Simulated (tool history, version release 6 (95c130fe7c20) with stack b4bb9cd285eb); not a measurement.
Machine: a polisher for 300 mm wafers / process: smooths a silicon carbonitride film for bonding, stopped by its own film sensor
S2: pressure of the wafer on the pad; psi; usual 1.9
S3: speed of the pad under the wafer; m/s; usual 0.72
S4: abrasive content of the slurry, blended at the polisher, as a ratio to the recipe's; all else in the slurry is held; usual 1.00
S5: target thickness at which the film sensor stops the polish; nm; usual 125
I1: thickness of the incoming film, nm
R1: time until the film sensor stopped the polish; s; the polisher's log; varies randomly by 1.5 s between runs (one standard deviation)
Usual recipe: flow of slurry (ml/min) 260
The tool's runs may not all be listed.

{"run": 1, "day": 0.0, "flow of slurry (ml/min)": 260, "S2": 1.9, "S3": 0.72, "S4": 1.0, "S5": 125, "I1": 141.4, "R1": 94.6}
{"day": 2.571, "done": "slurry nozzle cleaned"}
{"run": 2, "day": 2.821, "flow of slurry (ml/min)": 260, "S2": 1.9, "S3": 0.72, "S4": 1.0, "S5": 125, "I1": 141.4, "R1": 95.5}
{"run": 3, "day": 6.742, "flow of slurry (ml/min)": 260, "S2": 1.9, "S3": 0.72, "S4": 1.0, "S5": 125, "I1": 140.1, "R1": 89.8}
{"day": 9.225, "done": "worn pad replaced by a new one"}
{"day": 11.054, "done": "head pressure recalibrated"}
{"run": 4, "day": 11.117, "flow of slurry (ml/min)": 260, "S2": 1.9, "S3": 0.72, "S4": 1.0, "S5": 125, "I1": 138.8, "R1": 88.6}
{"day": 13.808, "done": "slurry blender recalibrated"}
{"run": 5, "day": 13.85, "flow of slurry (ml/min)": 260, "S2": 1.9, "S3": 0.72, "S4": 1.0, "S5": 125, "I1": 140.1, "R1": 97.5}
{"run": 6, "day": 15.971, "flow of slurry (ml/min)": 260, "S2": 1.9, "S3": 0.72, "S4": 1.0, "S5": 125, "I1": 141.7, "R1": 104.9}
{"run": 7, "day": 20.033, "flow of slurry (ml/min)": 260, "S2": 1.9, "S3": 0.72, "S4": 1.0, "S5": 125, "I1": 140.0, "R1": 92.6}
{"day": 20.925, "done": "slurry nozzle cleaned"}
{"run": 8, "day": 21.833, "flow of slurry (ml/min)": 260, "S2": 1.9, "S3": 0.72, "S4": 1.0, "S5": 125, "I1": 139.3, "R1": 88.2}
{"run": 9, "day": 25.233, "flow of slurry (ml/min)": 260, "S2": 1.9, "S3": 0.72, "S4": 1.0, "S5": 125, "I1": 138.7, "R1": 83.0}
{"run": 10, "day": 28.225, "flow of slurry (ml/min)": 260, "S2": 1.9, "S3": 0.72, "S4": 1.0, "S5": 125, "I1": 141.5, "R1": 100.8}
{"day": 30.333, "done": "slurry blender recalibrated"}
{"day": 30.596, "done": "worn pad replaced by a new one"}
{"run": 11, "day": 32.558, "flow of slurry (ml/min)": 260, "S2": 1.9, "S3": 0.72, "S4": 1.0, "S5": 125, "I1": 141.5, "R1": 99.1}
{"run": 12, "day": 41.921, "flow of slurry (ml/min)": 260, "S2": 1.9, "S3": 0.72, "S4": 1.0, "S5": 125, "I1": 137.8, "R1": 75.2}
{"day": 42.112, "done": "slurry nozzle cleaned"}
{"run": 13, "day": 46.325, "flow of slurry (ml/min)": 260, "S2": 1.9, "S3": 0.72, "S4": 1.0, "S5": 125, "I1": 140.0, "R1": 89.6}
{"run": 14, "day": 48.458, "flow of slurry (ml/min)": 260, "S2": 1.9, "S3": 0.72, "S4": 1.0, "S5": 125, "I1": 139.3, "R1": 85.5}
{"day": 49.475, "done": "slurry blender recalibrated"}
{"run": 15, "day": 51.029, "flow of slurry (ml/min)": 260, "S2": 1.9, "S3": 0.72, "S4": 1.0, "S5": 129, "I1": 140.7, "R1": 69.6}
{"day": 51.396, "done": "worn pad replaced by a new one"}
{"run": 16, "day": 53.279, "flow of slurry (ml/min)": 260, "S2": 2.3, "S3": 0.78, "S4": 1.0, "S5": 125, "I1": 140.8, "R1": 76.2}
{"day": 55.083, "done": "head pressure recalibrated"}
{"run": 17, "day": 55.888, "flow of slurry (ml/min)": 260, "S2": 1.4, "S3": 0.88, "S4": 0.8, "S5": 129, "I1": 139.3, "R1": 85.6}
{"run": 18, "day": 59.608, "flow of slurry (ml/min)": 260, "S2": 1.3, "S3": 0.72, "S4": 0.85, "S5": 125, "I1": 138.6, "R1": 131.1}
{"day": 62.671, "done": "slurry nozzle cleaned"}
{"run": 19, "day": 64.583, "flow of slurry (ml/min)": 175, "S2": 1.9, "S3": 0.72, "S4": 1.0, "S5": 125, "I1": 140.7, "R1": 103.7}
{"run": 20, "day": 67.033, "flow of slurry (ml/min)": 260, "S2": 1.9, "S3": 0.72, "S4": 1.0, "S5": 122, "I1": 137.9, "R1": 99.3}
{"day": 70.229, "done": "slurry blender recalibrated"}
{"run": 21, "day": 70.25, "flow of slurry (ml/min)": 260, "S2": 1.9, "S3": 0.72, "S4": 1.0, "S5": 125, "I1": 138.9, "R1": 87.0}
{"day": 71.75, "done": "worn pad replaced by a new one"}
{"run": 22, "day": 72.446, "flow of slurry (ml/min)": 260, "S2": 2.6, "S3": 0.6, "S4": 1.0, "S5": 125, "I1": 140.2, "R1": 79.6}
{"run": 23, "day": 76.121, "flow of slurry (ml/min)": 260, "S2": 1.9, "S3": 0.72, "S4": 1.0, "S5": 125, "I1": 140.7, "R1": 98.2}
{"run": 24, "day": 79.254, "flow of slurry (ml/min)": 260, "S2": 1.9, "S3": 0.72, "S4": 1.0, "S5": 125, "I1": 140.9, "R1": 98.9}
{"run": 25, "day": 82.521, "flow of slurry (ml/min)": 260, "S2": 1.9, "S3": 0.72, "S4": 1.0, "S5": 125, "I1": 136.8, "R1": 72.4}
{"day": 83.062, "done": "slurry nozzle cleaned"}
{"run": 26, "day": 86.383, "flow of slurry (ml/min)": 260, "S2": 1.9, "S3": 0.72, "S4": 1.0, "S5": 125, "I1": 141.6, "R1": 97.9}
{"day": 88.454, "done": "slurry blender recalibrated"}
{"run": 27, "day": 88.658, "flow of slurry (ml/min)": 335, "S2": 1.9, "S3": 0.54, "S4": 0.85, "S5": 125, "I1": 140.7, "R1": 127.3}
{"run": 28, "day": 90.175, "flow of slurry (ml/min)": 260, "S2": 2.2, "S3": 0.48, "S4": 1.0, "S5": 125, "I1": 139.2, "R1": 107.5}
{"day": 92.762, "done": "worn pad replaced by a new one"}
{"run": 29, "day": 92.933, "flow of slurry (ml/min)": 335, "S2": 1.9, "S3": 0.72, "S4": 1.0, "S5": 125, "I1": 141.3, "R1": 97.5}
{"run": 30, "day": 94.675, "flow of slurry (ml/min)": 260, "S2": 1.9, "S3": 0.54, "S4": 1.15, "S5": 121, "I1": 139.8, "R1": 130.8}

Branching from run 30: 4 alternative next runs. What would each branch give?
{"run": "A", "day": 94.692, "flow of slurry (ml/min)": 260, "S2": 2.6, "S3": 0.72, "S4": 1.0, "S5": 125, "I1": 140.7, "R1": "?"}
{"run": "B", "day": 94.692, "flow of slurry (ml/min)": 310, "S2": 1.9, "S3": 0.72, "S4": 1.0, "S5": 121, "I1": 140.7, "R1": "?"}
{"run": "C", "day": 94.692, "flow of slurry (ml/min)": 260, "S2": 1.9, "S3": 0.72, "S4": 1.25, "S5": 125, "I1": 140.7, "R1": "?"}
{"run": "D", "day": 94.692, "flow of slurry (ml/min)": 180, "S2": 1.9, "S3": 0.9, "S4": 1.2, "S5": 125, "I1": 140.7, "R1": "?"}

run=A R1=72.1
run=B R1=115.5
run=C R1=82.6
run=D R1=74.1
With the hidden condition removed and each run's random variation left untouched, the same runs would have given:
run=A R1=77.5
run=B R1=124.1
run=C R1=88.7
run=D R1=79.6
